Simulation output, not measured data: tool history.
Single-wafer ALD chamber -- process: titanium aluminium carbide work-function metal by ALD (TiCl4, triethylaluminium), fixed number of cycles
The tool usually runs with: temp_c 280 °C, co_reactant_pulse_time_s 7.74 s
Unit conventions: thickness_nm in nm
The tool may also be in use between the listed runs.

| run | hour | temp_c | co_reactant_pulse_time_s | wafers since the last listed run | hours since the last thermocouple change | hours since the last triethylaluminium bottle change | hours since the showerhead was replaced | hours since the gauge calibration | read-back reference wafer on the same gauge, thickness_nm | thickness_nm |
|---|---|---|---|---|---|---|---|---|---|---|
| 1 | 0 | 280 | 10.12 | 0 | 987.8 | 686.4 | 5687.5 | 365 | 1.849 | 1.615 |
| 2 | 13.1 | 280 | 7.74 | 241 | 1000.9 | 699.5 | 5700.6 | 378.1 | 1.849 | 1.545 |
| 3 | 20.4 | 280 | 7.74 | 134 | 1008.2 | 706.8 | 5707.9 | 385.4 | 1.851 | 1.548 |
| 4 | 34.9 | 280 | 7.74 | 266 | 1022.7 | 721.3 | 5722.4 | 399.9 | 1.85 | 1.539 |
| 5 | 47.8 | 280 | 7.74 | 237 | 1035.6 | 734.2 | 5735.3 | 412.8 | 1.851 | 1.538 |
| 6 | 53.9 | 280 | 7.74 | 112 | 1041.7 | 740.3 | 5741.4 | 418.9 | 1.85 | 1.545 |
| 7 | 64.3 | 280 | 7.74 | 191 | 1052.1 | 750.7 | 5751.8 | 429.3 | 1.85 | 1.548 |
| 8 | 71 | 280 | 5.54 | 123 | 1058.8 | 757.4 | 5758.5 | 436 | 1.849 | 1.428 |
| 9 | 80.4 | 280 | 5.54 | 173 | 1068.2 | 766.8 | 5767.9 | 445.4 | 1.852 | 1.43 |
|  | 130 | triethylaluminium bottle replaced |
| 10 | 131.7 | 280 | 7.74 | 796 | 1119.5 | 1.7 | 5819.2 | 496.7 | 1.85 | 1.59 |
| 11 | 142.6 | 280 | 7.74 | 200 | 1130.4 | 12.6 | 5830.1 | 507.6 | 1.853 | 1.595 |
| 12 | 193.1 | 280 | 7.74 | 929 | 1180.9 | 63.1 | 5880.6 | 558.1 | 1.851 | 1.593 |
| 13 | 210.5 | 280 | 7.74 | 320 | 1198.3 | 80.5 | 5898 | 575.5 | 1.848 | 1.586 |
|  | 220.6 | gauge calibrated |
| 14 | 225.1 | 280 | 7.74 | 268 | 1212.9 | 95.1 | 5912.6 | 4.5 | 1.851 | 1.585 |
| 15 | 231.5 | 280 | 7.74 | 117 | 1219.3 | 101.5 | 5919 | 10.9 | 1.85 | 1.598 |
| 16 | 244.7 | 288 | 8.53 | 242 | 1232.5 | 114.7 | 5932.2 | 24.1 | 1.85 | 1.685 |
| 17 | 253.6 | 268 | 5.09 | 163 | 1241.4 | 123.6 | 5941.1 | 33 | 1.851 | 1.376 |
|  | 268.3 | showerhead replaced |
| 18 | 300.4 | 280 | 7.74 | 714 | 1288.2 | 170.4 | 32.1 | 79.8 | 1.849 | 1.582 |
|  | 313.6 | thermocouple changed; heater temperature recalibrated |
| 19 | 314.1 | 271 | 7.74 | 104 | 0.5 | 184.1 | 45.8 | 93.5 | 1.848 | 1.511 |
| 20 | 321.4 | 269 | 7.74 | 134 | 7.8 | 191.4 | 53.1 | 100.8 | 1.852 | 1.493 |
| 21 | 328 | 287 | 6.16 | 121 | 14.4 | 198 | 59.7 | 107.4 | 1.85 | 1.58 |
| 22 | 359.5 | 276 | 9.47 | 579 | 45.9 | 229.5 | 91.2 | 138.9 | 1.851 | 1.595 |
| 23 | 376.5 | 286 | 4.71 | 312 | 62.9 | 246.5 | 108.2 | 155.9 | 1.849 | 1.477 |
| 24 | 388.1 | 290 | 5.72 | 213 | 74.5 | 258.1 | 119.8 | 167.5 | 1.852 | 1.567 |
| 25 | 405.5 | 291 | 4.68 | 320 | 91.9 | 275.5 | 137.2 | 184.9 | 1.85 | 1.504 |
| 26 | 421.7 | 280 | 7.74 | 298 | 108.1 | 291.7 | 153.4 | 201.1 | 1.851 | 1.585 |
| 27 | 430.8 | 291 | 4.68 | 167 | 117.2 | 300.8 | 162.5 | 210.2 | 1.849 | 1.505 |
| 28 | 443.2 | 288 | 6.29 | 228 | 129.6 | 313.2 | 174.9 | 222.6 | 1.85 | 1.586 |
| 29 | 451.2 | 267 | 6.09 | 147 | 137.6 | 321.2 | 182.9 | 230.6 | 1.849 | 1.412 |
| 30 | 463.3 | 280 | 7.74 | 222 | 149.7 | 333.3 | 195 | 242.7 | 1.849 | 1.578 |
| 31 | 473.6 | 276 | 9.47 | 189 | 160 | 343.6 | 205.3 | 253 | 1.849 | 1.593 |
| 32 | 490.3 | 285 | 9.05 | 307 | 176.7 | 360.3 | 222 | 269.7 | 1.851 | 1.656 |
| 33 | 499.8 | 268 | 6.29 | 174 | 186.2 | 369.8 | 231.5 | 279.2 | 1.85 | 1.413 |
| 34 | 512.8 | 280 | 7.74 | 239 | 199.2 | 382.8 | 244.5 | 292.2 | 1.849 | 1.578 |

Results per run with the tool's hidden condition removed, run-to-run variation unchanged:
What the log doesn't record here: wafer temperature above the value expected at the setpoint (K); triethylaluminium dose above that of a fresh bottle (%); gauge reads high (%).
| run | thickness_nm |
|---|---|
| 1 | 1.65 |
| 2 | 1.598 |
| 3 | 1.6 |
| 4 | 1.593 |
| 5 | 1.593 |
| 6 | 1.6 |
| 7 | 1.605 |
| 8 | 1.504 |
| 9 | 1.507 |
| 10 | 1.593 |
| 11 | 1.598 |
| 12 | 1.599 |
| 13 | 1.593 |
| 14 | 1.592 |
| 15 | 1.606 |
| 16 | 1.693 |
| 17 | 1.389 |
| 18 | 1.594 |
| 19 | 1.523 |
| 20 | 1.505 |
| 21 | 1.598 |
| 22 | 1.606 |
| 23 | 1.503 |
| 24 | 1.591 |
| 25 | 1.533 |
| 26 | 1.604 |
| 27 | 1.537 |
| 28 | 1.613 |
| 29 | 1.437 |
| 30 | 1.6 |
| 31 | 1.61 |
| 32 | 1.675 |
| 33 | 1.441 |
| 34 | 1.603 |

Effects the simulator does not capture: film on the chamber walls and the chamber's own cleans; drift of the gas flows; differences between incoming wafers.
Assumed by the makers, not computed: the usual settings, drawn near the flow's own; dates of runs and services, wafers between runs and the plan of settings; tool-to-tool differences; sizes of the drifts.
